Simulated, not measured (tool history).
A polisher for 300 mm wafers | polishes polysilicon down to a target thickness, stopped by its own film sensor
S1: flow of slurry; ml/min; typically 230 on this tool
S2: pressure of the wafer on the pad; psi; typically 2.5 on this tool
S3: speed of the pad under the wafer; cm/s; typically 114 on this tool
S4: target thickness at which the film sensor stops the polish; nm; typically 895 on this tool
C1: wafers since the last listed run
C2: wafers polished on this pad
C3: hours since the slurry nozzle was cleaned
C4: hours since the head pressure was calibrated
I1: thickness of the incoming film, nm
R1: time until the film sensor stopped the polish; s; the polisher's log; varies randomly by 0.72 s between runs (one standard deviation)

run   hour   S1   S2   S3    S4   C1   C2     C3      C4      I1     R1
  1    0.0  230  2.5  114   895    0  421  240.1   909.7  1396.5   77.0
  2    8.5  230  2.5  114   895  109  531  248.6   918.2  1388.4   75.9
  3   23.4  230  2.5  114   945  192  723  263.5   933.1  1387.2   69.5
      41.2  -- worn pad replaced by a new one
  4   41.7  230  2.5  114   895  184    5  281.8   951.4  1420.0   76.5
  5   46.9  230  2.5  114   895   67   73  287.0   956.6  1407.0   75.9
  6   62.1  230  2.5  114   895  196  269  302.2   971.8  1408.4   76.4
  7   70.3  230  2.5  114   895  105  375  310.4   980.0  1409.8   79.6
  8   82.1  230  2.5  114   895  152  527  322.2   991.8  1403.0   79.2
  9   97.0  230  2.5  114   895  192  719  337.1  1006.7  1408.0   80.1
     109.2  -- worn pad replaced by a new one
 10  120.1  230  2.5  114   895  246  141  360.2  1029.8  1395.9   74.9
 11  126.5  230  2.5  114   895   82  223  366.6  1036.2  1400.1   77.7
 12  132.7  230  2.5  132   895   80  303  372.8  1042.4  1413.8   70.9
 13  139.3  230  2.5  132   895   85  388  379.4  1049.0  1420.6   72.7
 14  152.9  230  2.5  114   895  175  564  393.0  1062.6  1400.0   79.5
 15  170.5  230  2.5  142   895  227  791  410.6  1080.2  1388.1   67.2
     185.9  -- worn pad replaced by a new one
 16  186.4  230  2.2  114   895  153    7  426.5  1096.1  1426.2   88.6
 17  192.3  255  2.8  114   895   76   83  432.4  1102.0  1410.0   68.0
 18  210.0  230  2.5  132   895  228  311  450.1  1119.7  1398.4   70.7
 19  224.0  230  2.5  114   948  180  492  464.1  1133.7  1409.0   73.3
 20  240.6  310  2.5  102   816  214  706  480.7  1150.3  1386.2   95.8
     251.8  -- worn pad replaced by a new one
     254.1  -- head pressure recalibrated
 21  254.6  230  2.5   90   895  103   10  494.7     0.5  1395.6   88.9
 22  260.8  230  2.5  114   895   80   90  500.9     6.7  1404.9   79.6
     276.3  -- slurry nozzle cleaned
 23  276.8  255  2.5  136   765  193  284    0.5    22.7  1401.5   82.1
 24  283.4  205  2.5  114   941   85  369    7.1    29.3  1406.0   71.0
 25  297.7  230  2.5  114   895  184  554   21.4    43.6  1421.0   80.4
 26  312.2  260  2.5  114   895  187  741   35.9    58.1  1403.6   75.9
     323.7  -- worn pad replaced by a new one
 27  346.8  230  2.5   98   785  394  298   70.5    92.7  1396.3  100.7
 28  357.9  230  2.5  114  1056  143  441   81.6   103.8  1403.8   51.1

Here are 4 independent what-if runs from the current tool condition. What would each one return?
  A  358.3  230  2.5  102  895   5  447  82.0  104.2  1395.2   ?
  B  358.3  230  2.5  126  843   5  447  82.0  104.2  1395.2   ?
  C  358.3  190  2.5   82  756   5  447  82.0  104.2  1395.2   ?
  D  358.3  255  1.7  132  895   5  447  82.0  104.2  1395.2   ?

run     R1
  A   80.2
  B   76.3
  C  121.3
  D   97.1
With no hidden state in the tool, these same runs would have given:
run     R1
  A   75.3
  B   71.7
  C  113.6
  D   91.3
